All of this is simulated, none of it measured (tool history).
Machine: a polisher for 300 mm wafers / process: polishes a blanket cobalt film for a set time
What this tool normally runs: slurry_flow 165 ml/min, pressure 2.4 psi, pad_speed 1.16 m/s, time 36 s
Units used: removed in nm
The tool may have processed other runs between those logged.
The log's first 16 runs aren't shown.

run	hour	slurry_flow	pressure	pad_speed	time	incoming thickness of the incoming film, nm	removed
17	245.8	120	2.4	1.16	36	707.1	215.4
18	257.9	165	2	1.16	48	697.2	257.8
19	264.4	165	2.4	1.16	36	694	233.5
20	276.2	165	2.4	1.16	36	698	235.2
21	286	165	2.4	1.16	36	693.1	237.7
22	294	165	2.4	1.16	36	704.8	236.5
23	303.7	165	2.4	1.16	36	704.8	236.9
# hour 322.3: worn pad replaced by a new one, of another model than before
24	322.8	165	2.4	1.16	36	700.5	236.2
25	328	135	2.7	0.8	30	698.8	165.4
26	338.6	165	2.4	1.16	36	705.6	238.6
27	348.7	165	2.4	1.46	28	693.4	212
28	356.1	195	2.7	1.16	46	691.5	326.5
29	372.1	165	2.4	1.16	36	692.1	240.1
30	382.2	165	2.4	1.16	46	703.1	304.8
31	390.9	140	2.4	1.16	36	705	234.4
32	405.3	165	2.4	1.16	44	705.2	291
33	420.8	165	1.9	1.16	36	699	210.1
# hour 431.5: worn pad replaced by a new one
34	433	195	2.4	1.16	36	709.9	241.9
35	448.3	165	2.4	1.16	36	687.8	238.4
36	459.9	145	1.7	1.04	36	697.1	186.9
37	476.6	165	2.4	1.56	41	688.7	332.3

Below are 4 alternative next runs, each starting from the tool's condition after run 37. Predict each:
A	477	165	2.4	1.16	49	700.1	?
B	477	215	2.4	1.32	36	700.1	?
C	477	220	2.4	1.44	31	700.1	?
D	477	165	2.2	0.96	23	700.1	?

run	removed
A	325.8
B	266.1
C	242.9
D	130.4
Take away the tool's hidden state, keep each run's random variation, and the runs would have read:
run	removed
A	319
B	260.6
C	237.9
D	127.7

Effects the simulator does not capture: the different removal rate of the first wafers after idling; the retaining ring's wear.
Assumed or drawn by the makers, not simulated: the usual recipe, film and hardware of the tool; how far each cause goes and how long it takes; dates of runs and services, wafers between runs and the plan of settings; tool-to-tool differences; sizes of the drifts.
